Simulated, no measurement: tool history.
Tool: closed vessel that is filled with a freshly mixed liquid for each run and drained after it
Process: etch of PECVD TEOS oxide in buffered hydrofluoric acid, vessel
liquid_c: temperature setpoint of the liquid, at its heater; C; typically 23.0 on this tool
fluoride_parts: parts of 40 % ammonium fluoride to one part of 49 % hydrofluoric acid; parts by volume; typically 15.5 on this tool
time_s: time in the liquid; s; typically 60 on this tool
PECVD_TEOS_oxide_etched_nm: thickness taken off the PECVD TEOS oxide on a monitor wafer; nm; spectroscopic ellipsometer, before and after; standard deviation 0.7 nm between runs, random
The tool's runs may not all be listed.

run   hour  liquid_c  fluoride_parts  time_s  read-back film thickness of the PECVD TEOS oxide reference wafer, read on the same gauge (nm)  PECVD_TEOS_oxide_etched_nm
  1    0.0      23.0            15.5      60                                                                                          80.00                       80.88
  2   25.1      23.0            15.5      60                                                                                          79.98                       79.70
  3   54.7      23.0            15.5      60                                                                                          80.02                       79.90
  4   69.6      23.0            15.5      60                                                                                          79.98                       81.00
  5   86.8      23.0            15.5      60                                                                                          80.01                       80.23
  6  121.1      23.0            17.5      60                                                                                          79.99                       70.20
  7  155.1      23.0            17.5      60                                                                                          80.00                       70.54
  8  176.0      23.0            15.5      60                                                                                          79.98                       79.32
     178.4  -- hydrofluoric acid flow meter replaced
  9  209.8      21.5            15.5      85                                                                                          80.00                      114.16
 10  243.3      21.5            20.0      60                                                                                          80.02                       62.13
 11  262.8      23.0            11.0      40                                                                                          79.97                       80.75
 12  284.4      24.5            14.0      40                                                                                          80.00                       70.21
 13  307.0      25.0            18.5      60                                                                                          79.96                       81.67
 14  333.0      23.0            15.5      70                                                                                          80.00                       99.22
     338.4  -- gauge calibrated
     346.5  -- thermometer replaced
 15  350.5      25.0            19.5      90                                                                                          79.99                      121.25
 16  380.8      23.0            15.5      60                                                                                          79.99                       90.95
 17  411.5      23.0            11.5      60                                                                                          79.98                      119.59
 18  516.1      23.0            15.5      60                                                                                          80.01                       89.04
 19  529.7      23.0            15.5      60                                                                                          80.03                       89.78
 20  557.5      23.0            15.5      60                                                                                          79.99                       89.16

What will run 21 give?
 21  572.9      24.5            18.0      80                                                                                              ?                           ?

Run 21 yielded read-back film thickness of the PECVD TEOS oxide reference wafer, read on the same gauge (nm) 80.01, PECVD_TEOS_oxide_etched_nm 112.44 nm.
If the tool had no hidden condition, the same run with the same run-to-run variation would have returned PECVD_TEOS_oxide_etched_nm 118.10 nm.
